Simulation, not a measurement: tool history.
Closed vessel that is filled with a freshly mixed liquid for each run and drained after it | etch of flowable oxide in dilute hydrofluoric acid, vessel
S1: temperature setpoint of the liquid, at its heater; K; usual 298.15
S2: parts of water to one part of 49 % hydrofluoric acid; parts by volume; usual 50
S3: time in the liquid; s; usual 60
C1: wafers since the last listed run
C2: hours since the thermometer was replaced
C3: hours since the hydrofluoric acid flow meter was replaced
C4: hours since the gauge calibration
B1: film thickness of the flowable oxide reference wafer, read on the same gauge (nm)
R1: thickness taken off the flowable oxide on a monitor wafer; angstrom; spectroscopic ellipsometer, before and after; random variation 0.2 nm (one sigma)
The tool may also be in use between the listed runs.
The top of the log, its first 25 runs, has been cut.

| run | hour | S1 | S2 | S3 | C1 | C2 | C3 | C4 | B1 | R1 |
|---|---|---|---|---|---|---|---|---|---|---|
| 26 | 638.2 | 294.65 | 40 | 90 | 3070 | 275.3 | 463.8 | 428.2 | 80 | 524.6 |
| 27 | 673.2 | 300.65 | 35 | 35 | 3115 | 310.3 | 498.8 | 463.2 | 80.02 | 299.3 |
| 28 | 696.3 | 298.15 | 50 | 60 | 2056 | 333.4 | 521.9 | 486.3 | 80.01 | 316.8 |
| 29 | 713.1 | 298.15 | 50 | 60 | 1495 | 350.2 | 538.7 | 503.1 | 80.01 | 316.1 |
| 30 | 732.2 | 301.15 | 75 | 30 | 1700 | 369.3 | 557.8 | 522.2 | 80.02 | 114.4 |
| 31 | 750.9 | 296.65 | 65 | 90 | 1664 | 388 | 576.5 | 540.9 | 80 | 337.8 |
| 32 | 774.4 | 298.15 | 70 | 30 | 2091 | 411.5 | 600 | 564.4 | 80 | 109.8 |
| 33 | 799.4 | 298.15 | 50 | 50 | 2225 | 436.5 | 625 | 589.4 | 79.99 | 263.1 |
| 34 | 826.2 | 298.15 | 50 | 70 | 2385 | 463.3 | 651.8 | 616.2 | 80.01 | 370.8 |

Alternative continuations, all from the tool just after run 34; predict every row:
| A | 826.9 | 298.15 | 50 | 60 | 62 | 464 | 652.5 | 616.9 | ? | ? |
| B | 826.9 | 301.15 | 35 | 90 | 62 | 464 | 652.5 | 616.9 | ? | ? |
| C | 826.9 | 302.15 | 25 | 40 | 62 | 464 | 652.5 | 616.9 | ? | ? |
| D | 826.9 | 301.15 | 50 | 60 | 62 | 464 | 652.5 | 616.9 | ? | ? |

| run | B1 | R1 |
|---|---|---|
| A | 79.98 | 315.3 |
| B | 79.98 | 780.2 |
| C | 79.98 | 513.7 |
| D | 79.98 | 355.8 |
With the hidden condition removed and each run's random variation left untouched, the same runs would have given:
| run | R1 |
|---|---|
| A | 330.9 |
| B | 818.2 |
| C | 538.3 |
| D | 373.5 |
